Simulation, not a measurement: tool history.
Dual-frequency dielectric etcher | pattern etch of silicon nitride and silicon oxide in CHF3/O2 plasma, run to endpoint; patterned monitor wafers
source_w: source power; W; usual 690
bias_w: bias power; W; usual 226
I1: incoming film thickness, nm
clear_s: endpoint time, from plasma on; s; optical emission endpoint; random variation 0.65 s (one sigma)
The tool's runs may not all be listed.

Run 1, hour 0: usual settings but bias_w 207 W; I1 172.5. Result: clear_s 116 s.
Run 2, hour 55.3: usual settings; I1 174. Result: clear_s 110.1 s.
Run 3, hour 118.1: usual settings; I1 172.1. Result: clear_s 109.7 s.
Run 4, hour 161.2: usual settings; I1 171.6. Result: clear_s 111.3 s.
Run 5, hour 199.6: usual settings; I1 171.9. Result: clear_s 111.8 s.
Run 6, hour 228.2: usual settings; I1 172. Result: clear_s 111.6 s.
Run 7, hour 263: usual settings but source_w 590 W; I1 172. Result: clear_s 116.4 s.
Run 8, hour 303.7: usual settings; I1 173.8. Result: clear_s 114 s.
Run 9, hour 367: usual settings; I1 174.4. Result: clear_s 114.8 s.
At hour 395.2: source power generator calibrated.
Run 10, hour 398.6: usual settings; I1 171.3. Result: clear_s 113.9 s.
At hour 467.7: bias power generator calibrated.
At hour 474.2: wet clean of the chamber.
Run 11, hour 474.7: usual settings; I1 174.3. Result: clear_s 111.1 s.
Run 12, hour 519.4: usual settings; I1 173.1. Result: clear_s 109.4 s.
Run 13, hour 547.3: usual settings; I1 171. Result: clear_s 110.1 s.
Run 14, hour 586.2: usual settings; I1 174.4. Result: clear_s 111.4 s.
Run 15, hour 619.9: usual settings but source_w 620 W; I1 172.9. Result: clear_s 116.6 s.
Run 16, hour 665: usual settings but source_w 620 W; I1 171.5. Result: clear_s 114.4 s.
Run 17, hour 717.2: usual settings; I1 171.7. Result: clear_s 113 s.
At hour 762.6: upper electrode replaced.
Run 18, hour 786.3: usual settings but source_w 610 W, bias_w 175 W; I1 171.5. Result: clear_s 134.4 s.
Run 19, hour 839.4: usual settings but source_w 850 W; I1 171.9. Result: clear_s 107.4 s.
Run 20, hour 874.1: usual settings; I1 172.4. Result: clear_s 113.7 s.
Run 21, hour 906.1: usual settings; I1 173.2. Result: clear_s 115.7 s.
Run 22, hour 967.9: usual settings but source_w 830 W, bias_w 245 W; I1 171.7. Result: clear_s 104.2 s.
Run 23, hour 1002.7: usual settings but source_w 820 W, bias_w 208 W; I1 173.6. Result: clear_s 115.7 s.
Run 24, hour 1034.5: usual settings but source_w 570 W, bias_w 242 W; I1 172.4. Result: clear_s 118.7 s.
At hour 1078.5: wet clean of the chamber.
Run 25, hour 1079: usual settings but source_w 600 W, bias_w 277 W; I1 171.8. Result: clear_s 102.5 s.
Run 26, hour 1135.2: usual settings but source_w 620 W; I1 172.1. Result: clear_s 112.4 s.
Run 27, hour 1196.1: usual settings but source_w 550 W, bias_w 195 W; I1 170.3. Result: clear_s 127.4 s.
Run 28, hour 1246.3: usual settings but source_w 820 W, bias_w 259 W; I1 171.8. Result: clear_s 97.9 s.
Run 29, hour 1311: usual settings but source_w 530 W, bias_w 188 W; I1 172.9. Result: clear_s 134.5 s.
Run 30, hour 1346.8: usual settings; I1 171.7. Result: clear_s 112.1 s.
Run 31, hour 1396.2: usual settings; I1 172.5. Result: clear_s 112.6 s.
Run 32, hour 1444.4: usual settings but source_w 530 W, bias_w 183 W; I1 171.2. Result: clear_s 138.4 s.
Run 33, hour 1509.9: usual settings but source_w 780 W, bias_w 264 W; I1 172.1. Result: clear_s 101.6 s.
Run 34, hour 1571.3: usual settings but source_w 830 W, bias_w 245 W; I1 172.2. Result: clear_s 103.9 s.

Hidden state or all else? Some run-to-run changes of clear_s, split into what the settings, what came in and random variation would give without the hidden state, and what is left for the hidden state (with any gauge scatter that isn't in both results):
The hidden state here: etch rate over this chamber's usual, %; source power that arrives over what is set, %; bias power that arrives over what is set, %.
Run 10 -> 11: bias power generator calibrated, wet clean of the chamber. clear_s -2.8 s: hidden state -3.9, all else +1.1.
Run 17 -> 18: source_w 690 -> 610, bias_w 226 -> 175, upper electrode replaced. clear_s +21.4 s: hidden state +1.4, all else +20.
Run 24 -> 25: source_w 570 -> 600, bias_w 242 -> 277, wet clean of the chamber. clear_s -16.2 s: hidden state -7, all else -9.2.
Run 27 -> 28: source_w 550 -> 820, bias_w 195 -> 259. clear_s -29.5 s: hidden state +0.2, all else -29.7.
Run 28 -> 29: source_w 820 -> 530, bias_w 259 -> 188. clear_s +36.6 s: hidden state +1.3, all else +35.3.
Run 32 -> 33: source_w 530 -> 780, bias_w 183 -> 264. clear_s -36.8 s: hidden state -0.5, all else -36.3.

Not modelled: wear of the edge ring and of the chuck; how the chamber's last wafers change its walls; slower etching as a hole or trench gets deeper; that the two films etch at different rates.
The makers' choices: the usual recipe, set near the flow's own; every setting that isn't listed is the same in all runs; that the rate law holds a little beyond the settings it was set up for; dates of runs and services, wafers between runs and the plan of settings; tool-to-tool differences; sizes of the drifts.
